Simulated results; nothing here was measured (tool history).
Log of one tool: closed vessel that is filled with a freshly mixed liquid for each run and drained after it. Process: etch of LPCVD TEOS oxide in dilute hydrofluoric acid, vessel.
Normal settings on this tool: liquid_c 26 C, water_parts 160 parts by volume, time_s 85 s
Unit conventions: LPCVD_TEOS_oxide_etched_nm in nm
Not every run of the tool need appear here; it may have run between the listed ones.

run,hour,liquid_c,water_parts,time_s,"read-back film thickness of the LPCVD TEOS oxide reference wafer, read on the same gauge (nm)",LPCVD_TEOS_oxide_etched_nm
1,0,26,160,85,130,18.11
2,10.5,26,160,85,129.98,18.23
3,60.6,26,160,85,130,18.03
4,73.4,26,160,105,130.04,22.09
5,88.7,26,110,85,129.98,27.84
6,98.3,26,110,85,129.99,27.86
7,113.7,26,160,85,129.98,17.86
8,127.9,26,160,85,130,17.89
9,140.3,26,160,85,129.98,17.75
10,158.1,26,160,85,130.02,17.74
11,164.4,26,160,85,130.02,17.74
12,170.6,26,160,85,130,17.69
13,178.5,26,160,85,129.99,17.68
14,187.1,28,205,100,129.98,16.66
# hour 200.6: hydrofluoric acid flow meter replaced
# hour 232: thermometer replaced
15,234.4,22,120,120,130.01,38.19
16,245.9,26,160,85,129.99,22.48
# hour 250.9: gauge calibrated
17,252,26,160,105,129.98,27.77
18,263.8,24,160,85,129.98,20.9
19,274,26,85,115,130.02,62.79
20,281.9,26,185,85,129.95,18.94
21,291.4,26,160,85,129.98,22.56
22,313.6,26,160,85,129.98,22.49
23,326.9,23,160,110,129.98,25.77
24,343.6,22.5,160,85,129.99,19.39
25,352.6,21,210,60,129.99,9.39
26,368.2,22,195,85,129.99,15.13

What if the next run were any one of these 4? Each begins from the tool's condition after run 26:
A,368.9,26,160,85,?,?
B,368.9,30.5,160,85,?,?
C,368.9,29.5,105,100,?,?
D,368.9,27.5,205,120,?,?

run,"read-back film thickness of the LPCVD TEOS oxide reference wafer, read on the same gauge (nm)",LPCVD_TEOS_oxide_etched_nm
A,129.99,22.2
B,129.99,26.13
C,129.99,48.71
D,129.99,24.48
With no hidden state in the tool, these same runs would have given:
run,LPCVD_TEOS_oxide_etched_nm
A,23.22
B,27.35
C,50.9
D,25.64
